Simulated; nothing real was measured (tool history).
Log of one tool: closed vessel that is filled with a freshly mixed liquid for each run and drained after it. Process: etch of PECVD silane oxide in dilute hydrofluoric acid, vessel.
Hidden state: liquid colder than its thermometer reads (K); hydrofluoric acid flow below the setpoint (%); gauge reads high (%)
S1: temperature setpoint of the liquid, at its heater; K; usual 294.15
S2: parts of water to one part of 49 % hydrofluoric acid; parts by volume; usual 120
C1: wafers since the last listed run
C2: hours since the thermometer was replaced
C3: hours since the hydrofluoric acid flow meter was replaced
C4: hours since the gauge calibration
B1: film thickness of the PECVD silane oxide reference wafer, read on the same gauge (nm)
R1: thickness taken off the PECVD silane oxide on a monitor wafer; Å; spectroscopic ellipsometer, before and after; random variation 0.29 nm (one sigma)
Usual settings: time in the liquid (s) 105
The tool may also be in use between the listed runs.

Run 1, hour 0: usual settings; C1 0; C2 1843.8; C3 446.8; C4 104.2; B1 130. Result: R1 275.7 Å.
Run 2, hour 90.4: usual settings; C1 7558; C2 1934.2; C3 537.2; C4 194.6; B1 130.01. Result: R1 269 Å.
At hour 150.9: hydrofluoric acid flow meter replaced.
Run 3, hour 196.6: usual settings; C1 8795; C2 2040.4; C3 45.7; C4 300.8; B1 130. Result: R1 285.9 Å.
Run 4, hour 444.4: usual settings but time in the liquid (s) 65; C1 20718; C2 2288.2; C3 293.5; C4 548.6; B1 129.99. Result: R1 172.9 Å.
Run 5, hour 532.2: usual settings but S1 291.15 K; C1 7340; C2 2376; C3 381.3; C4 636.4; B1 130.01. Result: R1 239.9 Å.
Run 6, hour 609.1: usual settings; C1 6429; C2 2452.9; C3 458.2; C4 713.3; B1 130.01. Result: R1 270.5 Å.
Run 7, hour 716.6: usual settings; C1 8987; C2 2560.4; C3 565.7; C4 820.8; B1 129.99. Result: R1 267.6 Å.
At hour 758.1: hydrofluoric acid flow meter replaced.
Run 8, hour 781.9: usual settings; C1 5376; C2 2625.7; C3 23.8; C4 886.1; B1 130. Result: R1 287.2 Å.
Run 9, hour 832.9: usual settings; C1 4264; C2 2676.7; C3 74.8; C4 937.1; B1 130.01. Result: R1 281 Å.
Run 10, hour 869.8: usual settings but S2 90 parts by volume; C1 3085; C2 2713.6; C3 111.7; C4 974; B1 130.02. Result: R1 379.2 Å.
Run 11, hour 910.3: usual settings; C1 3386; C2 2754.1; C3 152.2; C4 1014.5; B1 130.01. Result: R1 277.8 Å.
Run 12, hour 947.4: usual settings but S1 297.15 K, S2 150 parts by volume, time in the liquid (s) 85; C1 3101; C2 2791.2; C3 189.3; C4 1051.6; B1 130.02. Result: R1 194.8 Å.
Run 13, hour 986: usual settings but time in the liquid (s) 65; C1 3227; C2 2829.8; C3 227.9; C4 1090.2; B1 130.02. Result: R1 170.3 Å.
Run 14, hour 1075.9: usual settings but S2 150 parts by volume, time in the liquid (s) 145; C1 7516; C2 2919.7; C3 317.8; C4 1180.1; B1 129.99. Result: R1 294.6 Å.
Run 15, hour 1133.6: usual settings but S2 140 parts by volume, time in the liquid (s) 80; C1 4824; C2 2977.4; C3 375.5; C4 1237.8; B1 130. Result: R1 171.1 Å.
At hour 1152.7: gauge calibrated.
At hour 1205.3: thermometer replaced.
Run 16, hour 1222.4: usual settings; C1 7340; C2 17.1; C3 464.3; C4 69.7; B1 130.02. Result: R1 286.3 Å.
At hour 1393.2: hydrofluoric acid flow meter replaced.
Run 17, hour 1527.2: usual settings but S1 292.15 K, time in the liquid (s) 85; C1 25400; C2 321.9; C3 134; C4 374.5; B1 130. Result: R1 220.2 Å.
Run 18, hour 1603.1: usual settings but S2 145 parts by volume, time in the liquid (s) 125; C1 6345; C2 397.8; C3 209.9; C4 450.4; B1 130.01. Result: R1 281.6 Å.

Hidden state at the last listed run before each entry between runs and at the first one after, where it differs:
Between runs 2 and 3: hydrofluoric acid flow meter replaced (hour 150.9)
  liquid colder than its thermometer reads (K): 1.65 -> 1.74; hydrofluoric acid flow below the setpoint (%): 5.92 -> 0.698
  measured less the result without the state, R1: -39.2 -> -23.3 Å
Between runs 7 and 8: hydrofluoric acid flow meter replaced (hour 758.1)
  liquid colder than its thermometer reads (K): 2.17 -> 2.23; hydrofluoric acid flow below the setpoint (%): 6 -> 0.717
  measured less the result without the state, R1: -45.8 -> -29.8 Å
Between runs 15 and 16: gauge calibrated (hour 1152.7); thermometer replaced (hour 1205.3)
  liquid colder than its thermometer reads (K): 2.52 -> 0.351; hydrofluoric acid flow below the setpoint (%): 4.3 -> 5.2
  measured less the result without the state, R1: -28 -> -22.2 Å
Between runs 16 and 17: hydrofluoric acid flow meter replaced (hour 1393.2)
  liquid colder than its thermometer reads (K): 0.351 -> 0.606; hydrofluoric acid flow below the setpoint (%): 5.2 -> 1.84
  measured less the result without the state, R1: -22.2 -> -10.4 Å
